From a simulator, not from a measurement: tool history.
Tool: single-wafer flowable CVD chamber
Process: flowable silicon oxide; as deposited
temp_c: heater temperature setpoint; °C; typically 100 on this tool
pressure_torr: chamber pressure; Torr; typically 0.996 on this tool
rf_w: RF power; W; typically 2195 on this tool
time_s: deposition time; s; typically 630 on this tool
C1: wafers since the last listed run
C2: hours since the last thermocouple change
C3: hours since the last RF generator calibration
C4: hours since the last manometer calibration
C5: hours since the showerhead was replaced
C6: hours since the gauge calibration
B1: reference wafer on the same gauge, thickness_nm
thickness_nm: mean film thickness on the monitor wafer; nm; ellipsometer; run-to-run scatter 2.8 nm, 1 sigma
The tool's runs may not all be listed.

run 1 hour=0.0 | temp_c=100 pressure_torr=0.996 rf_w=2035 time_s=630 | C1=0 C2=133.8 C3=1740.4 C4=1023.4 C5=9014.1 C6=107.1 | B1=403.754 | thickness_nm=471.082
-- hour=9.6 showerhead replaced, of another model than before
run 2 hour=56.4 | temp_c=100 pressure_torr=0.996 rf_w=2035 time_s=630 | C1=163 C2=190.2 C3=1796.8 C4=1079.8 C5=46.8 C6=163.5 | B1=403.126 | thickness_nm=470.689
run 3 hour=89.5 | temp_c=100 pressure_torr=0.996 rf_w=2035 time_s=630 | C1=111 C2=223.3 C3=1829.9 C4=1112.9 C5=79.9 C6=196.6 | B1=402.936 | thickness_nm=473.828
-- hour=121.3 RF generator calibrated
run 4 hour=124.2 | temp_c=100 pressure_torr=0.996 rf_w=2195 time_s=630 | C1=90 C2=258.0 C3=2.9 C4=1147.6 C5=114.6 C6=231.3 | B1=402.458 | thickness_nm=474.630
run 5 hour=166.3 | temp_c=100 pressure_torr=0.996 rf_w=2195 time_s=630 | C1=141 C2=300.1 C3=45.0 C4=1189.7 C5=156.7 C6=273.4 | B1=403.056 | thickness_nm=474.659
run 6 hour=268.6 | temp_c=100 pressure_torr=0.996 rf_w=2195 time_s=630 | C1=344 C2=402.4 C3=147.3 C4=1292.0 C5=259.0 C6=375.7 | B1=402.858 | thickness_nm=473.155
run 7 hour=318.9 | temp_c=100 pressure_torr=1.121 rf_w=2195 time_s=538 | C1=169 C2=452.7 C3=197.6 C4=1342.3 C5=309.3 C6=426.0 | B1=402.758 | thickness_nm=428.631
run 8 hour=445.9 | temp_c=100 pressure_torr=0.996 rf_w=2195 time_s=630 | C1=428 C2=579.7 C3=324.6 C4=1469.3 C5=436.3 C6=553.0 | B1=403.597 | thickness_nm=468.319
run 9 hour=510.4 | temp_c=100 pressure_torr=1.228 rf_w=2195 time_s=630 | C1=217 C2=644.2 C3=389.1 C4=1533.8 C5=500.8 C6=617.5 | B1=403.198 | thickness_nm=520.026
run 10 hour=560.2 | temp_c=94 pressure_torr=0.847 rf_w=2195 time_s=587 | C1=167 C2=694.0 C3=438.9 C4=1583.6 C5=550.6 C6=667.3 | B1=403.210 | thickness_nm=504.301
run 11 hour=592.1 | temp_c=100 pressure_torr=0.996 rf_w=2375 time_s=585 | C1=107 C2=725.9 C3=470.8 C4=1615.5 C5=582.5 C6=699.2 | B1=403.538 | thickness_nm=439.478
run 12 hour=645.5 | temp_c=86 pressure_torr=0.915 rf_w=1875 time_s=630 | C1=180 C2=779.3 C3=524.2 C4=1668.9 C5=635.9 C6=752.6 | B1=402.949 | thickness_nm=726.563
run 13 hour=693.3 | temp_c=100 pressure_torr=0.996 rf_w=2195 time_s=537 | C1=161 C2=827.1 C3=572.0 C4=1716.7 C5=683.7 C6=800.4 | B1=402.934 | thickness_nm=398.738
run 14 hour=764.4 | temp_c=100 pressure_torr=0.996 rf_w=2195 time_s=630 | C1=239 C2=898.2 C3=643.1 C4=1787.8 C5=754.8 C6=871.5 | B1=403.720 | thickness_nm=466.089
run 15 hour=800.0 | temp_c=100 pressure_torr=1.168 rf_w=2195 time_s=714 | C1=120 C2=933.8 C3=678.7 C4=1823.4 C5=790.4 C6=907.1 | B1=402.916 | thickness_nm=564.285
run 16 hour=848.6 | temp_c=100 pressure_torr=0.813 rf_w=2500 time_s=630 | C1=163 C2=982.4 C3=727.3 C4=1872.0 C5=839.0 C6=955.7 | B1=402.972 | thickness_nm=433.615
run 17 hour=881.6 | temp_c=100 pressure_torr=0.996 rf_w=2195 time_s=630 | C1=111 C2=1015.4 C3=760.3 C4=1905.0 C5=872.0 C6=988.7 | B1=403.692 | thickness_nm=467.110
-- hour=893.0 thermocouple changed; heater temperature recalibrated
-- hour=938.0 capacitance manometer re-zeroed and calibrated
run 18 hour=939.4 | temp_c=100 pressure_torr=0.996 rf_w=2195 time_s=630 | C1=140 C2=46.4 C3=818.1 C4=1.4 C5=929.8 C6=1046.5 | B1=403.962 | thickness_nm=486.946
run 19 hour=1010.9 | temp_c=100 pressure_torr=0.996 rf_w=2195 time_s=630 | C1=241 C2=117.9 C3=889.6 C4=72.9 C5=1001.3 C6=1118.0 | B1=402.925 | thickness_nm=483.995
run 20 hour=1037.7 | temp_c=100 pressure_torr=0.996 rf_w=2195 time_s=630 | C1=90 C2=144.7 C3=916.4 C4=99.7 C5=1028.1 C6=1144.8 | B1=402.201 | thickness_nm=480.959
run 21 hour=1063.4 | temp_c=100 pressure_torr=0.798 rf_w=2195 time_s=630 | C1=86 C2=170.4 C3=942.1 C4=125.4 C5=1053.8 C6=1170.5 | B1=403.274 | thickness_nm=432.969
run 22 hour=1119.5 | temp_c=113 pressure_torr=0.870 rf_w=1905 time_s=630 | C1=189 C2=226.5 C3=998.2 C4=181.5 C5=1109.9 C6=1226.6 | B1=403.544 | thickness_nm=269.568
run 23 hour=1146.8 | temp_c=100 pressure_torr=0.996 rf_w=2195 time_s=630 | C1=92 C2=253.8 C3=1025.5 C4=208.8 C5=1137.2 C6=1253.9 | B1=402.474 | thickness_nm=479.263
run 24 hour=1347.1 | temp_c=100 pressure_torr=0.996 rf_w=2495 time_s=630 | C1=675 C2=454.1 C3=1225.8 C4=409.1 C5=1337.5 C6=1454.2 | B1=403.260 | thickness_nm=481.931
run 25 hour=1375.5 | temp_c=114 pressure_torr=1.213 rf_w=2425 time_s=524 | C1=95 C2=482.5 C3=1254.2 C4=437.5 C5=1365.9 C6=1482.6 | B1=403.460 | thickness_nm=259.998
run 26 hour=1401.6 | temp_c=113 pressure_torr=0.996 rf_w=2195 time_s=630 | C1=87 C2=508.6 C3=1280.3 C4=463.6 C5=1392.0 C6=1508.7 | B1=402.566 | thickness_nm=291.428
-- hour=1410.4 gauge calibrated
run 27 hour=1429.1 | temp_c=100 pressure_torr=0.996 rf_w=2195 time_s=630 | C1=92 C2=536.1 C3=1307.8 C4=491.1 C5=1419.5 C6=18.7 | B1=403.520 | thickness_nm=469.657
run 28 hour=1454.8 | temp_c=104 pressure_torr=1.155 rf_w=2195 time_s=630 | C1=86 C2=561.8 C3=1333.5 C4=516.8 C5=1445.2 C6=44.4 | B1=402.661 | thickness_nm=433.640

Predict each of these 4 candidate next runs independently; none follows another, all start after run 28:
run A hour=1455.4 | temp_c=100 pressure_torr=0.996 rf_w=2195 time_s=630 | C1=2 C2=562.4 C3=1334.1 C4=517.4 C5=1445.8 C6=45.0 | B1=? | thickness_nm=?
run B hour=1455.4 | temp_c=100 pressure_torr=0.777 rf_w=2570 time_s=630 | C1=2 C2=562.4 C3=1334.1 C4=517.4 C5=1445.8 C6=45.0 | B1=? | thickness_nm=?
run C hour=1455.4 | temp_c=114 pressure_torr=0.772 rf_w=1920 time_s=552 | C1=2 C2=562.4 C3=1334.1 C4=517.4 C5=1445.8 C6=45.0 | B1=? | thickness_nm=?
run D hour=1455.4 | temp_c=100 pressure_torr=0.996 rf_w=2065 time_s=665 | C1=2 C2=562.4 C3=1334.1 C4=517.4 C5=1445.8 C6=45.0 | B1=? | thickness_nm=?

run=A B1=403.012 thickness_nm=466.795
run=B B1=403.012 thickness_nm=429.706
run=C B1=403.012 thickness_nm=212.545
run=D B1=403.012 thickness_nm=486.545
Without the tool's unlogged condition, the same runs would have read:
run=A thickness_nm=486.784
run=B thickness_nm=448.107
run=C thickness_nm=220.689
run=D thickness_nm=507.379
